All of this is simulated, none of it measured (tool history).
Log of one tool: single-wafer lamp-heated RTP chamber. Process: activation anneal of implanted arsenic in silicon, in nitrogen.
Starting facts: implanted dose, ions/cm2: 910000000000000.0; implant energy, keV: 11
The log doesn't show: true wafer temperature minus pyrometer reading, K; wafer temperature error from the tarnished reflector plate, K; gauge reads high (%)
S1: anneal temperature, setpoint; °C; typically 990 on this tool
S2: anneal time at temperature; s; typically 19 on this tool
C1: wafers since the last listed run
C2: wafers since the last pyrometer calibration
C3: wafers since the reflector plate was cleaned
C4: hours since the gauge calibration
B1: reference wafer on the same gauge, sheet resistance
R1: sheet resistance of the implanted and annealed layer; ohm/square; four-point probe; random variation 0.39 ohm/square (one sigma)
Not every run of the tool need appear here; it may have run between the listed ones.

| run | hour | S1 | S2 | C1 | C2 | C3 | C4 | B1 | R1 |
|---|---|---|---|---|---|---|---|---|---|
| 1 | 0 | 990 | 19 | 0 | 1646 | 1646 | 149.7 | 127.09 | 150.22 |
| 2 | 27 | 990 | 19 | 712 | 2359 | 2359 | 176.7 | 126.97 | 149.36 |
|  | 76.9 | gauge calibrated |
| 3 | 132.9 | 970 | 19 | 2794 | 5153 | 5153 | 56 | 127.05 | 157.63 |
|  | 147.3 | reflector plate cleaned |
| 4 | 168.4 | 990 | 19 | 725 | 5878 | 556 | 91.5 | 127.1 | 148.91 |
|  | 184.3 | pyrometer window cleaned and pyrometer calibrated |
| 5 | 197.8 | 990 | 23 | 564 | 355 | 1121 | 120.9 | 127.24 | 148.14 |
| 6 | 233.8 | 990 | 19 | 949 | 1305 | 2070 | 156.9 | 127.21 | 150.31 |
| 7 | 267.5 | 990 | 19 | 889 | 2194 | 2960 | 190.6 | 127.04 | 149.95 |
| 8 | 293.9 | 990 | 19 | 696 | 2891 | 3656 | 217 | 127 | 149.05 |
|  | 319.4 | reflector plate cleaned |
| 9 | 319.9 | 1001 | 10 | 474 | 3366 | 12 | 243 | 127.06 | 155.78 |
|  | 322.6 | gauge calibrated |
| 10 | 339 | 972 | 19 | 503 | 3870 | 516 | 16.4 | 126.9 | 159.56 |
| 11 | 371.1 | 974 | 16 | 846 | 4717 | 1363 | 48.5 | 126.99 | 161.44 |

The next listed run, before its measurement:
| 12 | 389.2 | 1000 | 10 | 477 | 5194 | 1841 | 66.6 | ? | ? |

Run 12 produced B1 127.04, R1 155.21 ohm/square.
Without the tool's hidden state the same run would have given R1 159.17 ohm/square.
